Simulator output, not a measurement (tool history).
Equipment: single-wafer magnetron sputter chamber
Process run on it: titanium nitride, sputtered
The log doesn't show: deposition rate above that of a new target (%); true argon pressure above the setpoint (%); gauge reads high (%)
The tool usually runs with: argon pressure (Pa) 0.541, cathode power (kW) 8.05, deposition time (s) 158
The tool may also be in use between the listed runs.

run	hour	argon pressure (Pa)	cathode power (kW)	deposition time (s)	wafers since the last listed run	wafers on the sputter target	hours since the last manometer calibration	hours since the magnet pack was replaced	hours since the gauge calibration	read-back reference wafer on the same gauge, thickness_nm	mean film thickness on the monitor wafer (Å)
1	0	0.541	8.05	158	0	1416	914.8	8031.7	180.8	257.345	2242.74
2	14.4	0.541	8.05	158	191	1607	929.2	8046.1	195.2	257.036	2233.17
3	28	0.541	8.05	158	180	1787	942.8	8059.7	208.8	256.678	2276.64
4	34	0.541	8.05	158	79	1867	948.8	8065.7	214.8	256.937	2256.07
5	44.9	0.541	8.05	158	144	2011	959.7	8076.6	225.7	257.141	2261.01
6	91.5	0.541	8.05	158	618	2629	1006.3	8123.2	272.3	257.081	2242.36
7	98.5	0.541	8.05	158	92	2722	1013.3	8130.2	279.3	257.543	2247.13
8	105.1	0.541	8.05	158	87	2810	1019.9	8136.8	285.9	256.738	2240.15
# hour 118.6: gauge calibrated
# hour 121.1: sputter target and shields replaced
9	121.6	0.541	8.05	158	112	6	1036.4	8153.3	3	257.495	2265.46
10	136.1	0.541	7.5	176	192	198	1050.9	8167.8	17.5	256.723	2343.34
11	142.7	0.541	7.5	176	87	286	1057.5	8174.4	24.1	257.209	2357.88
12	156.3	0.541	8.05	139	180	466	1071.1	8188	37.7	256.707	1990.66
13	172.4	0.541	8.05	158	213	680	1087.2	8204.1	53.8	257.174	2237.84
14	178.7	0.541	8.05	158	83	763	1093.5	8210.4	60.1	256.666	2222.42
15	193.5	0.541	8.05	158	196	960	1108.3	8225.2	74.9	256.937	2234.85
16	209.1	0.541	8.05	158	206	1167	1123.9	8240.8	90.5	256.982	2264.72
17	216.6	0.541	8.95	158	99	1266	1131.4	8248.3	98	256.511	2496.44
18	263.5	0.447	8.9	127	622	1888	1178.3	8295.2	144.9	256.982	2044.13
19	277	0.541	8.95	158	179	2067	1191.8	8308.7	158.4	256.825	2504.79
20	317.3	0.453	7.5	177	534	2602	1232.1	8349	198.7	256.839	2386.62
21	323.6	0.541	8.05	158	83	2685	1238.4	8355.3	205	256.894	2260.78
22	340.9	0.333	6.45	130	229	2915	1255.7	8372.6	222.3	256.982	1556.78
# hour 355.9: sputter target and shields replaced
23	356.4	0.541	6.15	158	99	5	1271.2	8388.1	237.8	256.496	1735.4
# hour 374.5: capacitance manometer re-zeroed and calibrated
24	375	0.446	8.05	158	140	146	0.5	8406.7	256.4	257.095	2298.81
25	385.2	0.541	8.05	158	135	281	10.7	8416.9	266.6	257.128	2269.4
26	391.2	0.614	8.05	158	79	361	16.7	8422.9	272.6	256.687	2232.79
27	400.5	0.541	8.05	158	123	484	26	8432.2	281.9	257.432	2253.04
# hour 412.3: magnet pack replaced
# hour 413.3: gauge calibrated
28	421.7	0.541	6.7	168	175	659	47.2	9.4	8.4	256.621	1973
29	430.4	0.541	8.05	158	115	775	55.9	18.1	17.1	257.28	2253.84
30	446.4	0.385	9.9	174	212	987	71.9	34.1	33.1	257.136	3150.48
31	462.3	0.541	7.5	176	210	1198	87.8	50	49	257.083	2345.39
32	475	0.541	8.05	158	168	1366	100.5	62.7	61.7	256.872	2253.65
33	482.3	0.349	7.4	167	96	1463	107.8	70	69	257.106	2271.62
34	498	0.475	9.3	181	208	1672	123.5	85.7	84.7	257.213	3018.06
35	520.2	0.541	8.05	158	294	1966	145.7	107.9	106.9	257.321	2237.61
36	531.4	0.541	8.05	177	148	2115	156.9	119.1	118.1	256.826	2525.02

Across each entry between runs, compare the hidden state at the last listed run before it with the hidden state at the first listed run after it:
Logged between run 8 and run 9: gauge calibrated (hour 118.6); sputter target and shields replaced (hour 121.1)
  both runs share identical hidden conditions
Logged between run 22 and run 23: sputter target and shields replaced (hour 355.9)
  both runs share identical hidden conditions
Logged between run 23 and run 24: capacitance manometer re-zeroed and calibrated (hour 374.5)
  both runs share identical hidden conditions
Logged between run 27 and run 28: magnet pack replaced (hour 412.3); gauge calibrated (hour 413.3)
  both runs share identical hidden conditions
